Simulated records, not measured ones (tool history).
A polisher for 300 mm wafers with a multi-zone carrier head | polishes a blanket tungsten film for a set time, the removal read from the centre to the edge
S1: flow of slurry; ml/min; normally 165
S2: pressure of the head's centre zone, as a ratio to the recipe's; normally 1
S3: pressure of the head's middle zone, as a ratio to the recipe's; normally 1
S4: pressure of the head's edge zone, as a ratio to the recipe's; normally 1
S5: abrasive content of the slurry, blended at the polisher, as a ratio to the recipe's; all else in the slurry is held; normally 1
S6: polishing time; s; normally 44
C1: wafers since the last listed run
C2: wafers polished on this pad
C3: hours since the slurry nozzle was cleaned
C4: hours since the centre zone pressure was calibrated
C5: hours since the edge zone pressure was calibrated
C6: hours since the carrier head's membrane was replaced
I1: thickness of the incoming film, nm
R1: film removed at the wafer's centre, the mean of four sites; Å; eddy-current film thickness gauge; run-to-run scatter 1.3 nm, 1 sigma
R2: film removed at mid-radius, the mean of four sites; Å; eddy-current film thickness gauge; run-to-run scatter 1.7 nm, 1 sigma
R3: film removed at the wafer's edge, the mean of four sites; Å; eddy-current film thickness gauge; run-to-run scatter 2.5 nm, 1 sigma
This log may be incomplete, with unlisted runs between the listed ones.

| run | hour | S1 | S2 | S3 | S4 | S5 | S6 | C1 | C2 | C3 | C4 | C5 | C6 | I1 | R1 | R2 | R3 |
|---|---|---|---|---|---|---|---|---|---|---|---|---|---|---|---|---|---|
| 1 | 0 | 165 | 1 | 1 | 1 | 1 | 44 | 0 | 6004 | 740.7 | 578.7 | 1442.3 | 454.5 | 707.7 | 2046 | 2053 | 2159 |
|  | 12.4 | edge zone pressure recalibrated |
|  | 22.2 | worn pad replaced by a new one |
| 2 | 36.1 | 165 | 0.93 | 0.91 | 1 | 1 | 54 | 323 | 149 | 776.8 | 614.8 | 23.7 | 490.6 | 711.3 | 2313 | 2359 | 2631 |
|  | 80.2 | slurry nozzle cleaned |
|  | 83.6 | centre zone pressure recalibrated |
| 3 | 86.1 | 210 | 1 | 1.11 | 1.11 | 1.1 | 44 | 505 | 654 | 5.9 | 2.5 | 73.7 | 540.6 | 699.8 | 2289 | 2422 | 2461 |
| 4 | 165.3 | 165 | 0.91 | 1 | 1 | 1 | 44 | 851 | 1506 | 85.1 | 81.7 | 152.9 | 619.8 | 698.4 | 1922 | 2091 | 2181 |
| 5 | 227 | 130 | 1 | 0.9 | 1 | 1.15 | 55 | 663 | 2169 | 146.8 | 143.4 | 214.6 | 681.5 | 697.8 | 2575 | 2322 | 2749 |
| 6 | 277.1 | 165 | 1 | 1 | 1 | 1 | 44 | 538 | 2708 | 196.9 | 193.5 | 264.7 | 731.6 | 711.2 | 2095 | 2082 | 2163 |
| 7 | 313.9 | 165 | 1 | 1 | 1 | 1 | 54 | 395 | 3104 | 233.7 | 230.3 | 301.5 | 768.4 | 694.8 | 2541 | 2573 | 2660 |
| 8 | 384.1 | 195 | 1.08 | 0.9 | 1 | 1 | 44 | 754 | 3859 | 303.9 | 300.5 | 371.7 | 838.6 | 702.5 | 2365 | 1956 | 2162 |
| 9 | 470.9 | 165 | 1 | 1.07 | 0.9 | 0.75 | 33 | 933 | 4792 | 390.7 | 387.3 | 458.5 | 925.4 | 693.1 | 1433 | 1491 | 1424 |
|  | 558.4 | carrier head's membrane replaced by a new one |
| 10 | 568 | 165 | 1 | 1 | 1.1 | 1 | 44 | 990 | 5783 | 487.8 | 484.4 | 555.6 | 9.6 | 692 | 2103 | 2032 | 2258 |
|  | 580.2 | worn pad replaced by a new one |
|  | 639 | centre zone pressure recalibrated |
| 11 | 674.7 | 165 | 1 | 1 | 1 | 0.9 | 44 | 1082 | 995 | 594.5 | 35.7 | 662.3 | 116.3 | 695.7 | 1984 | 1950 | 2080 |
| 12 | 740.7 | 210 | 1 | 1.11 | 1.11 | 1.1 | 44 | 709 | 1704 | 660.5 | 101.7 | 728.3 | 182.3 | 692.9 | 2213 | 2382 | 2387 |
| 13 | 818.6 | 165 | 1 | 1 | 1.09 | 1 | 57 | 837 | 2542 | 738.4 | 179.6 | 806.2 | 260.2 | 697.2 | 2641 | 2631 | 2894 |
| 14 | 900.2 | 165 | 1 | 1 | 1 | 1 | 44 | 877 | 3420 | 820 | 261.2 | 887.8 | 341.8 | 692.1 | 2021 | 1990 | 2141 |
|  | 924.2 | slurry nozzle cleaned |
| 15 | 983 | 190 | 1.08 | 1 | 1 | 1 | 44 | 879 | 4299 | 58.8 | 344 | 970.6 | 424.6 | 698 | 2371 | 2161 | 2261 |
| 16 | 1030.4 | 165 | 1 | 1 | 1 | 1 | 44 | 509 | 4809 | 106.2 | 391.4 | 1018 | 472 | 693.8 | 2115 | 2091 | 2157 |
| 17 | 1129.1 | 210 | 1 | 1 | 0.94 | 0.7 | 44 | 1061 | 5870 | 204.9 | 490.1 | 1116.7 | 570.7 | 685.5 | 1993 | 1974 | 1990 |
| 18 | 1205.7 | 140 | 1 | 1 | 1 | 1 | 44 | 823 | 6694 | 281.5 | 566.7 | 1193.3 | 647.3 | 703.9 | 2048 | 2021 | 2126 |
|  | 1231.6 | centre zone pressure recalibrated |
|  | 1259.7 | edge zone pressure recalibrated |
| 19 | 1276.1 | 190 | 1 | 1 | 1 | 1.25 | 44 | 714 | 7408 | 351.9 | 44.5 | 16.4 | 717.7 | 696.8 | 2319 | 2243 | 2340 |
|  | 1295.3 | worn pad replaced by a new one |
| 20 | 1420.3 | 115 | 1 | 1 | 1 | 1 | 44 | 1507 | 1343 | 496.1 | 188.7 | 160.6 | 861.9 | 695.7 | 1889 | 1876 | 2045 |
| 21 | 1527.1 | 215 | 1 | 1 | 0.92 | 1.25 | 35 | 1148 | 2492 | 602.9 | 295.5 | 267.4 | 968.7 | 709.2 | 1877 | 1835 | 1820 |
|  | 1591.2 | carrier head's membrane replaced by a new one |
| 22 | 1632.1 | 110 | 1 | 1.08 | 1 | 1 | 44 | 1075 | 3567 | 707.9 | 400.5 | 372.4 | 40.9 | 691.4 | 1788 | 1938 | 2013 |

Branching from run 22: 3 alternative next runs. What would each branch give?
| A | 1632.5 | 165 | 1 | 1 | 1.08 | 1 | 44 | 4 | 3572 | 708.3 | 400.9 | 372.8 | 41.3 | 688.7 | ? | ? | ? |
| B | 1632.5 | 185 | 1 | 1.08 | 1.07 | 1 | 51 | 4 | 3572 | 708.3 | 400.9 | 372.8 | 41.3 | 688.7 | ? | ? | ? |
| C | 1632.5 | 180 | 1 | 1.05 | 1.06 | 1.25 | 44 | 4 | 3572 | 708.3 | 400.9 | 372.8 | 41.3 | 688.7 | ? | ? | ? |

| run | R1 | R2 | R3 |
|---|---|---|---|
| A | 2053 | 2052 | 2245 |
| B | 2444 | 2580 | 2630 |
| C | 2238 | 2314 | 2404 |
Had the tool no hidden state, the same runs would have come out as:
| run | R1 | R2 | R3 |
|---|---|---|---|
| A | 2108 | 2100 | 2283 |
| B | 2501 | 2633 | 2670 |
| C | 2292 | 2364 | 2441 |
